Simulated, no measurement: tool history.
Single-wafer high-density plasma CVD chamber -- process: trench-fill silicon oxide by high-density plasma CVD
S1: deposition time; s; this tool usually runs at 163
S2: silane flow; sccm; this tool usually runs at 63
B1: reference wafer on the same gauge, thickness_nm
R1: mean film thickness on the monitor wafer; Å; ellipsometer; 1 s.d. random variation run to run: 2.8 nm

run     day   S1  S2       B1        R1
  1       0  163  63  993.634   9982.51
  2   0.725  163  63  992.924   9920.01
  3   2.112  163  63  991.503   9975.09
  4     3.3  163  63  990.239   9875.01
  5   4.325  163  63  989.455   9888.73
  6   5.379  163  63  988.676   9945.31
  7   6.467  163  63    987.2   9920.83
  8   7.654  163  60  985.799    9438.5
  9   8.175  163  60  985.023   9393.76
 10   9.312  163  67  984.989  10547.79
 11   9.908  163  63  983.827   9859.47
 12  10.888  149  55   993.69   7973.96
 13  11.675  133  63  993.929   8115.64
 14  12.292  163  63  992.879   9976.92
 15  12.883  191  74  992.024   13675.9
 16  13.554  137  69  991.143   9160.29
 17  14.675  163  55  990.021   8690.98
 18  15.912  163  55  989.381   8648.83

Between the runs listed above, the log contained 2 entries, not reproduced here. Where in the sequence does each belong, and how does what the log doesn't record of the tool's condition differ from the listed run before to the listed run after?
In the gap between runs 7 and 8: silane flow controller replaced (day 7.633)
  gauge reads high (%): -0.667 -> -0.781
  difference, measured minus the result without the unlogged condition, R1: -66.62 -> -74.3 Å
In the gap between runs 11 and 12: gauge calibrated (day 10.7)
  gauge reads high (%): -0.997 -> -0.00422
  difference, measured minus the result without the unlogged condition, R1: -99.33 -> -0.34 Å
